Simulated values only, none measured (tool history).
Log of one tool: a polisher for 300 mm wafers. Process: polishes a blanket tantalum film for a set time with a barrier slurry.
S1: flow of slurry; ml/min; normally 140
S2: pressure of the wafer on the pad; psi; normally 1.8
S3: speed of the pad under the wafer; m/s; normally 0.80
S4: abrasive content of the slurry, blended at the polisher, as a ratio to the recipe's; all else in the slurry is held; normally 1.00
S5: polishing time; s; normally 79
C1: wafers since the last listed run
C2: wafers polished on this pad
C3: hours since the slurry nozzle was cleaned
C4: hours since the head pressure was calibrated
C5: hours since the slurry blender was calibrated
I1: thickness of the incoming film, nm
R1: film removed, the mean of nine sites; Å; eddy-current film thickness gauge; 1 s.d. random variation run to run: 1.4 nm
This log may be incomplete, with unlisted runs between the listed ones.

run,hour,S1,S2,S3,S4,S5,C1,C2,C3,C4,C5,I1,R1
1,0.0,140,1.8,0.80,1.00,79,0,873,169.9,929.1,40.1,407.9,1011
# hour 5.2: head pressure recalibrated
2,33.0,140,1.8,0.96,1.00,79,162,1035,202.9,27.8,73.1,408.6,1175
3,72.2,140,1.8,0.96,1.00,79,205,1240,242.1,67.0,112.3,417.0,1156
4,127.5,140,1.8,0.96,1.00,79,289,1529,297.4,122.3,167.6,409.4,1189
# hour 146.7: worn pad replaced by a new one
5,153.5,140,1.8,0.80,1.00,79,115,35,323.4,148.3,193.6,402.0,1043
6,213.8,140,1.8,0.80,1.00,79,315,350,383.7,208.6,253.9,411.3,1022
7,280.4,140,1.8,0.80,1.00,79,348,699,450.3,275.2,320.5,408.9,1018
# hour 286.5: slurry nozzle cleaned
# hour 313.6: slurry blender recalibrated
8,335.3,140,1.8,0.80,0.90,79,271,971,48.8,330.1,21.7,410.9,962
9,398.7,140,1.8,0.80,0.90,79,331,1302,112.2,393.5,85.1,402.1,947
10,444.8,140,1.8,0.80,1.00,79,241,1544,158.3,439.6,131.2,415.0,986
# hour 503.2: worn pad replaced by a new one
11,512.3,140,1.8,0.80,1.00,79,332,47,225.8,507.1,198.7,413.2,940
12,581.0,140,1.8,0.80,1.00,79,359,407,294.5,575.8,267.4,404.5,916
13,639.1,140,1.8,0.80,1.00,79,304,711,352.6,633.9,325.5,408.7,901
14,683.2,140,1.8,0.80,1.00,79,230,942,396.7,678.0,369.6,413.2,883
# hour 710.8: slurry blender recalibrated
# hour 718.7: slurry nozzle cleaned
# hour 743.9: worn pad replaced by a new one, repeated, since the last time left the tool worse
15,744.4,140,1.8,0.80,1.00,79,283,2,25.7,739.2,33.6,405.5,1076
# hour 811.5: head pressure recalibrated
16,841.8,140,1.8,0.96,1.00,61,499,501,123.1,30.3,131.0,407.5,954
17,886.1,100,1.8,0.80,0.75,92,231,733,167.4,74.6,175.3,406.6,1056
18,921.0,140,1.8,0.88,1.00,79,182,916,202.3,109.5,210.2,407.4,1111
19,992.8,140,1.8,0.96,1.00,79,375,1292,274.1,181.3,282.0,411.1,1208
20,1018.5,180,1.8,0.80,1.00,68,134,1426,299.8,207.0,307.7,411.2,878
21,1079.3,140,1.8,0.80,1.00,79,318,1744,360.6,267.8,368.5,410.5,998
# hour 1087.9: slurry blender recalibrated
# hour 1092.4: worn pad replaced by a new one
22,1149.4,140,1.8,0.80,0.75,90,335,298,430.7,337.9,61.5,407.8,1093
23,1179.2,140,1.8,0.96,1.00,97,155,454,460.5,367.7,91.3,418.2,1491
# hour 1186.6: slurry nozzle cleaned
24,1216.7,170,1.8,0.98,1.25,54,191,645,30.1,405.2,128.8,408.6,893
25,1280.9,165,1.6,0.60,1.00,58,336,981,94.3,469.4,193.0,410.2,502
26,1341.5,140,1.8,0.80,1.00,100,317,1298,154.9,530.0,253.6,412.9,1256
27,1421.3,140,1.8,1.04,1.00,79,417,1716,234.7,609.8,333.4,407.7,1302
# hour 1443.9: slurry blender recalibrated
# hour 1449.5: worn pad replaced by a new one
28,1484.1,180,2.2,0.90,1.00,90,297,181,297.5,672.6,40.2,410.8,1667
# hour 1528.8: head pressure recalibrated
29,1545.5,140,1.8,0.80,1.00,79,310,492,358.9,16.7,101.6,410.8,1027
30,1579.2,180,1.8,0.80,1.00,88,176,668,392.6,50.4,135.3,409.1,1160
31,1640.7,140,1.8,0.80,1.00,79,321,990,454.1,111.9,196.8,417.7,1005

Predict each of these 3 candidate next runs independently; none follows another, all start after run 31:
A,1641.1,140,1.8,0.80,1.15,79,2,992,454.5,112.3,197.2,408.1,?
B,1641.1,140,2.0,0.80,1.00,79,2,992,454.5,112.3,197.2,408.1,?
C,1641.1,120,1.8,0.80,1.00,54,2,992,454.5,112.3,197.2,408.1,?

run,R1
A,1036
B,1121
C,678
Without the tool's hidden state the same runs would have given:
run,R1
A,1093
B,1182
C,715
